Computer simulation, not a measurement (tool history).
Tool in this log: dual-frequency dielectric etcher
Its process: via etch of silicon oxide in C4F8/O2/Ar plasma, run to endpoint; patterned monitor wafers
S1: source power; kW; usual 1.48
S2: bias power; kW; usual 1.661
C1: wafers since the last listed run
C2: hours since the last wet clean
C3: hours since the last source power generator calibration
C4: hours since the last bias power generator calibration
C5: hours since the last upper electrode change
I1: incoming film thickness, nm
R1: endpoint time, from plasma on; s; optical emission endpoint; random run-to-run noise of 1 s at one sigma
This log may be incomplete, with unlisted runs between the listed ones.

run 1 day=0 | S1=1.48 S2=1.867 | C1=0 C2=58.7 C3=3566.6 C4=2257.4 C5=2500.1 | I1=1247.6 | R1=284.3
run 2 day=4.338 | S1=1.48 S2=1.867 | C1=812 C2=162.8 C3=3670.7 C4=2361.5 C5=2604.2 | I1=1244.7 | R1=281.5
run 3 day=5.975 | S1=1.48 S2=1.661 | C1=306 C2=202.1 C3=3710 C4=2400.8 C5=2643.5 | I1=1251.6 | R1=291.7
run 4 day=9.946 | S1=1.48 S2=1.661 | C1=744 C2=297.4 C3=3805.3 C4=2496.1 C5=2738.8 | I1=1240.3 | R1=287.8
run 5 day=11.729 | S1=1.48 S2=1.661 | C1=334 C2=340.2 C3=3848.1 C4=2538.9 C5=2781.6 | I1=1249.7 | R1=290.7
run 6 day=14.588 | S1=1.62 S2=1.83 | C1=535 C2=408.8 C3=3916.7 C4=2607.5 C5=2850.2 | I1=1254.2 | R1=277.9
run 7 day=17.071 | S1=1.62 S2=1.83 | C1=465 C2=468.4 C3=3976.3 C4=2667.1 C5=2909.8 | I1=1253.8 | R1=277
run 8 day=19.617 | S1=1.62 S2=1.83 | C1=477 C2=529.5 C3=4037.4 C4=2728.2 C5=2970.9 | I1=1265.6 | R1=279.8
run 9 day=22.375 | S1=1.48 S2=1.661 | C1=516 C2=595.7 C3=4103.6 C4=2794.4 C5=3037.1 | I1=1270.9 | R1=297
-- day=25.408 wet clean of the chamber
run 10 day=26.604 | S1=1.48 S2=1.661 | C1=605 C2=28.7 C3=4205.1 C4=2895.9 C5=3138.6 | I1=1250 | R1=292.2
run 11 day=29.492 | S1=1.48 S2=1.661 | C1=541 C2=98 C3=4274.4 C4=2965.2 C5=3207.9 | I1=1229.6 | R1=287.1
run 12 day=32.217 | S1=1.71 S2=1.661 | C1=510 C2=163.4 C3=4339.8 C4=3030.6 C5=3273.3 | I1=1254.1 | R1=281.2
run 13 day=35.688 | S1=1.71 S2=1.661 | C1=650 C2=246.7 C3=4423.1 C4=3113.9 C5=3356.6 | I1=1245.1 | R1=277.5
run 14 day=38.158 | S1=1.71 S2=1.661 | C1=462 C2=306 C3=4482.4 C4=3173.2 C5=3415.9 | I1=1253.8 | R1=280.1
run 15 day=39.771 | S1=1.34 S2=1.392 | C1=302 C2=344.7 C3=4521.1 C4=3211.9 C5=3454.6 | I1=1247.7 | R1=308.7
run 16 day=41.792 | S1=1.34 S2=1.392 | C1=378 C2=393.2 C3=4569.6 C4=3260.4 C5=3503.1 | I1=1251.4 | R1=313.3
-- day=47.033 wet clean of the chamber
run 17 day=47.054 | S1=1.6 S2=1.536 | C1=798 C2=0.5 C3=4695.9 C4=3386.7 C5=3629.4 | I1=1259.4 | R1=291.3
run 18 day=48.858 | S1=1.78 S2=1.398 | C1=338 C2=43.8 C3=4739.2 C4=3430 C5=3672.7 | I1=1249.9 | R1=283.9
run 19 day=52.708 | S1=1.78 S2=1.952 | C1=721 C2=136.2 C3=4831.6 C4=3522.4 C5=3765.1 | I1=1245.2 | R1=264.9
-- day=54.342 bias power generator calibrated
run 20 day=55.704 | S1=1.8 S2=1.351 | C1=530 C2=208.1 C3=4903.5 C4=32.7 C5=3837 | I1=1265 | R1=288.3
run 21 day=59.904 | S1=1.48 S2=1.661 | C1=786 C2=308.9 C3=5004.3 C4=133.5 C5=3937.8 | I1=1248.7 | R1=291.1
-- day=63.504 upper electrode replaced
run 22 day=63.525 | S1=1.34 S2=1.268 | C1=491 C2=395.8 C3=5091.2 C4=220.4 C5=0.5 | I1=1254.3 | R1=320.7
run 23 day=66.192 | S1=1.66 S2=1.905 | C1=499 C2=459.8 C3=5155.2 C4=284.4 C5=64.5 | I1=1245.8 | R1=272.9
run 24 day=68.558 | S1=1.73 S2=2.03 | C1=443 C2=516.6 C3=5212 C4=341.2 C5=121.3 | I1=1254.6 | R1=267
-- day=70.683 source power generator calibrated
-- day=71.704 wet clean of the chamber
run 25 day=72.112 | S1=1.33 S2=1.326 | C1=447 C2=9.8 C3=34.3 C4=426.5 C5=206.6 | I1=1248.7 | R1=316.6
run 26 day=75.304 | S1=1.48 S2=1.661 | C1=598 C2=86.4 C3=110.9 C4=503.1 C5=283.2 | I1=1245 | R1=291.3
run 27 day=78.633 | S1=1.58 S2=1.872 | C1=623 C2=166.3 C3=190.8 C4=583 C5=363.1 | I1=1255.3 | R1=279.2
run 28 day=81.875 | S1=1.48 S2=1.661 | C1=607 C2=244.1 C3=268.6 C4=660.8 C5=440.9 | I1=1251.7 | R1=294.8
run 29 day=84.838 | S1=1.82 S2=1.899 | C1=555 C2=315.2 C3=339.7 C4=731.9 C5=512 | I1=1252.5 | R1=267
run 30 day=88.088 | S1=1.16 S2=2.058 | C1=608 C2=393.2 C3=417.7 C4=809.9 C5=590 | I1=1259.7 | R1=301.6
run 31 day=89.921 | S1=1.48 S2=1.661 | C1=343 C2=437.2 C3=461.7 C4=853.9 C5=634 | I1=1255.5 | R1=292.6
-- day=93.358 wet clean of the chamber
run 32 day=96.029 | S1=1.48 S2=1.661 | C1=957 C2=64.1 C3=608.3 C4=1000.5 C5=780.6 | I1=1251.5 | R1=291.4
run 33 day=98.308 | S1=1.79 S2=1.94 | C1=427 C2=118.8 C3=663 C4=1055.2 C5=835.3 | I1=1242.1 | R1=264.3
run 34 day=101.683 | S1=1.71 S2=1.661 | C1=632 C2=199.8 C3=744 C4=1136.2 C5=916.3 | I1=1249.9 | R1=277.3
run 35 day=105.092 | S1=1.23 S2=1.382 | C1=638 C2=281.6 C3=825.8 C4=1218 C5=998.1 | I1=1247.3 | R1=322.7

Consider 4 possible next runs. They are alternatives, not a sequence: every one starts from the tool as it was left by run 35. What does each give?
run A day=105.112 | S1=1.48 S2=1.661 | C1=3 C2=282.1 C3=826.3 C4=1218.5 C5=998.6 | I1=1258.1 | R1=?
run B day=105.112 | S1=1.7 S2=1.512 | C1=3 C2=282.1 C3=826.3 C4=1218.5 C5=998.6 | I1=1258.1 | R1=?
run C day=105.112 | S1=1.23 S2=1.25 | C1=3 C2=282.1 C3=826.3 C4=1218.5 C5=998.6 | I1=1258.1 | R1=?
run D day=105.112 | S1=1.26 S2=1.965 | C1=3 C2=282.1 C3=826.3 C4=1218.5 C5=998.6 | I1=1258.1 | R1=?

run=A R1=293
run=B R1=285.9
run=C R1=328.1
run=D R1=296.5
Without the tool's unlogged condition, the same runs would have read:
run=A R1=293
run=B R1=285.9
run=C R1=328.1
run=D R1=296.5
